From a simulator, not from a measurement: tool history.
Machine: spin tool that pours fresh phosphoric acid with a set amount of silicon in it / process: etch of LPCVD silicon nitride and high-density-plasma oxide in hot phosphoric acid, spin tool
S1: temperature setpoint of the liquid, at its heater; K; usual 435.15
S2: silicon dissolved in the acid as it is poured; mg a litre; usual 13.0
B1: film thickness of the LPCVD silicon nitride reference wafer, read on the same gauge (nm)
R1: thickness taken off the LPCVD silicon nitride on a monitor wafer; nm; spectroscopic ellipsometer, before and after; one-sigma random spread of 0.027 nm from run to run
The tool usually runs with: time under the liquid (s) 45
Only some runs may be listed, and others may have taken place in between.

Run 1, hour 0.0: usual settings; B1 40.001. Result: R1 4.038 nm.
Run 2, hour 14.6: usual settings; B1 40.014. Result: R1 4.035 nm.
Run 3, hour 31.3: usual settings; B1 39.995. Result: R1 4.077 nm.
At hour 57.8: gauge calibrated.
Run 4, hour 59.0: usual settings but S2 6.0 mg a litre, time under the liquid (s) 25; B1 39.998. Result: R1 2.257 nm.
Run 5, hour 83.8: usual settings but S1 437.65 K; B1 40.021. Result: R1 4.457 nm.
Run 6, hour 100.3: usual settings; B1 40.029. Result: R1 4.070 nm.
Run 7, hour 116.6: usual settings; B1 39.993. Result: R1 4.039 nm.
Run 8, hour 130.5: usual settings; B1 40.008. Result: R1 4.015 nm.
At hour 133.1: dissolved silicon flow meter replaced.
Run 9, hour 162.6: usual settings but S1 438.15 K, S2 4.5 mg a litre, time under the liquid (s) 30; B1 40.002. Result: R1 2.970 nm.
Run 10, hour 194.8: usual settings; B1 39.994. Result: R1 4.015 nm.

Expected results for the next run?
At hour 203.7: heated supply line repaired.
Run 11, hour 211.0: usual settings but S1 432.15 K, S2 5.5 mg a litre, time under the liquid (s) 65; B1 ?. Result: R1 ?.

{"run 11": {"B1": 40.023, "R1": 6.005}}
With the hidden condition absent and the run-to-run variation left alone, this run would have shown R1 6.046 nm.

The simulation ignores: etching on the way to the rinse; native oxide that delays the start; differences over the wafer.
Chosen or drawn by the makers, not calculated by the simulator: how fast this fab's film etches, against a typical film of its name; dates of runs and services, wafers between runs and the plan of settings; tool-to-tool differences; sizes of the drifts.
